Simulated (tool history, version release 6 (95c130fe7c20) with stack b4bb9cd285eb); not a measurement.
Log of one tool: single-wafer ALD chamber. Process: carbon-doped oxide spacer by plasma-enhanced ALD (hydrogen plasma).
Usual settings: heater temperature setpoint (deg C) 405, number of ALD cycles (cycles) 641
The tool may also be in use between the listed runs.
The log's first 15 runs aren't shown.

run	hour	heater temperature setpoint (deg C)	number of ALD cycles (cycles)	read-back reference wafer on the same gauge, thickness_nm	mean film thickness on the monitor wafer (angstrom)
16	415.2	416	641	36.692	305.75
17	440.8	405	688	36.708	339.13
18	458.2	412	690	36.723	332.38
19	489.3	412	690	36.71	333.84
20	514.8	412	690	36.721	333.49
21	542.4	405	641	36.665	315.91
22	561.9	405	641	36.719	317.31
23	578.1	405	641	36.704	316.49
24	611.7	400	641	36.684	321.78
25	639.2	405	641	36.674	316.54
26	659.6	415	603	36.71	286.45
# hour 723.5: thermocouple changed; heater temperature recalibrated
27	767	410	599	36.697	298.35
28	795.4	405	641	36.673	321.96
# hour 825.5: gauge calibrated
29	826.4	405	641	36.686	322.08
30	859	416	764	36.691	369.66
31	883.1	417	583	36.657	282.03
32	908.3	405	641	36.729	324.09
33	941.5	420	534	36.731	256.2
34	971	405	641	36.711	321.85
35	985.1	392	729	36.73	371.05
36	1071.7	416	674	36.719	327.21
37	1093.5	419	556	36.698	267.97
38	1126.6	397	768	36.649	391.58

Forecast run 39:
39	1156.3	392	742	?	?

read-back reference wafer on the same gauge, thickness_nm: 36.719
mean film thickness on the monitor wafer (angstrom): 378.91
Without the tool's hidden state the same run would have given mean film thickness on the monitor wafer (angstrom) 378.91.
